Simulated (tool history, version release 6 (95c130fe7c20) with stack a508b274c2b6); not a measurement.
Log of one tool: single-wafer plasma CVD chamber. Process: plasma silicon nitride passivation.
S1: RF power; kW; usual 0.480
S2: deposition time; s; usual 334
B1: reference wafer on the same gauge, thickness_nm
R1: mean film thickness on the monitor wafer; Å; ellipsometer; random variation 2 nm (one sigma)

Run 1, hour 0.0: usual settings but S2 355 s; B1 379.220. Result: R1 4573.78 Å.
Run 2, hour 56.0: usual settings but S2 355 s; B1 378.233. Result: R1 4570.81 Å.
Run 3, hour 126.7: usual settings but S2 284 s; B1 378.532. Result: R1 3631.12 Å.
Run 4, hour 172.0: usual settings but S2 284 s; B1 378.600. Result: R1 3617.42 Å.
At hour 201.6: gauge calibrated.
Run 5, hour 224.2: usual settings but S2 284 s; B1 379.177. Result: R1 3627.65 Å.
Run 6, hour 254.4: usual settings; B1 379.440. Result: R1 4306.13 Å.
Run 7, hour 292.8: usual settings; B1 378.818. Result: R1 4290.30 Å.
Run 8, hour 326.0: usual settings; B1 379.116. Result: R1 4304.38 Å.
Run 9, hour 397.8: usual settings; B1 378.611. Result: R1 4267.92 Å.
At hour 411.5: RF generator calibrated.
Run 10, hour 448.2: usual settings; B1 378.644. Result: R1 4368.46 Å.
Run 11, hour 481.1: usual settings; B1 379.244. Result: R1 4365.19 Å.
Run 12, hour 510.1: usual settings; B1 378.879. Result: R1 4361.67 Å.
Run 13, hour 555.5: usual settings but S2 374 s; B1 378.990. Result: R1 4881.35 Å.
Run 14, hour 617.2: usual settings but S1 0.540 kW, S2 302 s; B1 378.815. Result: R1 4077.90 Å.
Run 15, hour 689.1: usual settings but S1 0.540 kW, S2 302 s; B1 378.219. Result: R1 4061.28 Å.
Run 16, hour 850.1: usual settings but S1 0.535 kW; B1 379.549. Result: R1 4494.98 Å.
Run 17, hour 908.9: usual settings; B1 378.863. Result: R1 4282.89 Å.
Run 18, hour 954.3: usual settings; B1 379.296. Result: R1 4265.30 Å.
Run 19, hour 1013.1: usual settings; B1 378.666. Result: R1 4279.25 Å.
Run 20, hour 1068.1: usual settings but S1 0.540 kW; B1 378.302. Result: R1 4427.93 Å.
Run 21, hour 1103.7: usual settings but S1 0.535 kW, S2 286 s; B1 377.970. Result: R1 3794.86 Å.
Run 22, hour 1144.7: usual settings; B1 378.564. Result: R1 4312.14 Å.
Run 23, hour 1177.6: usual settings but S1 0.450 kW, S2 378 s; B1 379.689. Result: R1 4723.37 Å.
At hour 1188.9: showerhead replaced.
Run 24, hour 1236.9: usual settings but S1 0.540 kW, S2 276 s; B1 378.233. Result: R1 3672.22 Å.
Run 25, hour 1298.4: usual settings but S1 0.555 kW, S2 397 s; B1 378.286. Result: R1 5315.42 Å.
Run 26, hour 1354.0: usual settings but S1 0.540 kW, S2 381 s; B1 379.177. Result: R1 5098.73 Å.
Run 27, hour 1413.2: usual settings; B1 379.504. Result: R1 4254.33 Å.
Run 28, hour 1481.9: usual settings but S1 0.420 kW, S2 369 s; B1 378.918. Result: R1 4458.62 Å.
Run 29, hour 1535.6: usual settings but S1 0.540 kW; B1 378.689. Result: R1 4432.51 Å.
Run 30, hour 1560.2: usual settings but S1 0.555 kW, S2 398 s; B1 379.149. Result: R1 5339.39 Å.
Run 31, hour 1631.5: usual settings but S1 0.520 kW, S2 379 s; B1 378.959. Result: R1 4976.83 Å.
Run 32, hour 1687.4: usual settings but S1 0.435 kW; B1 378.996. Result: R1 4115.47 Å.
Run 33, hour 1711.9: usual settings but S2 395 s; B1 378.840. Result: R1 5033.92 Å.
At hour 1730.6: RF generator calibrated.
At hour 1747.3: gauge calibrated.
Run 34, hour 1758.2: usual settings; B1 379.590. Result: R1 4414.07 Å.
Run 35, hour 1818.9: usual settings but S1 0.515 kW, S2 280 s; B1 379.048. Result: R1 3775.55 Å.
Run 36, hour 1953.2: usual settings; B1 378.943. Result: R1 4313.93 Å.
Run 37, hour 2021.8: usual settings but S1 0.570 kW, S2 364 s; B1 379.190. Result: R1 4993.40 Å.
Run 38, hour 2055.6: usual settings but S2 287 s; B1 378.666. Result: R1 3725.40 Å.
Run 39, hour 2256.1: usual settings; B1 378.308. Result: R1 4297.55 Å.
Run 40, hour 2296.7: usual settings; B1 378.910. Result: R1 4320.86 Å.
Run 41, hour 2350.3: usual settings; B1 378.793. Result: R1 4298.17 Å.
Run 42, hour 2420.5: usual settings but S1 0.450 kW, S2 286 s; B1 379.630. Result: R1 3564.10 Å.
Run 43, hour 2581.8: usual settings; B1 379.232. Result: R1 4291.06 Å.

Measured less the same run without the tool's hidden state. The same run-to-run variation is in both; the gauge's scatter may not be:
The hidden state here: delivered RF power above the setpoint (%); gauge reads high (%).
run       R1
  1  -127.27
  2  -130.22
  3  -106.07
  4  -107.13
  5  -108.93
  6  -130.24
  7  -130.85
  8  -132.15
  9  -132.68
 10   -32.09
 11   -41.36
 12   -48.98
 13   -67.21
 14   -68.66
 15   -80.94
 16  -113.66
 17  -114.79
 18  -118.74
 19  -124.24
 20  -132.89
 21  -116.05
 22  -134.45
 23  -149.36
 24  -118.75
 25  -175.30
 26  -170.74
 27  -144.46
 28  -153.50
 29  -154.00
 30  -186.22
 31  -175.28
 32  -145.89
 33  -178.91
 34   -15.00
 35   -27.29
 36   -60.90
 37   -84.52
 38   -67.65
 39  -102.35
 40  -106.63
 41  -110.46
 42   -95.72
 43  -123.99
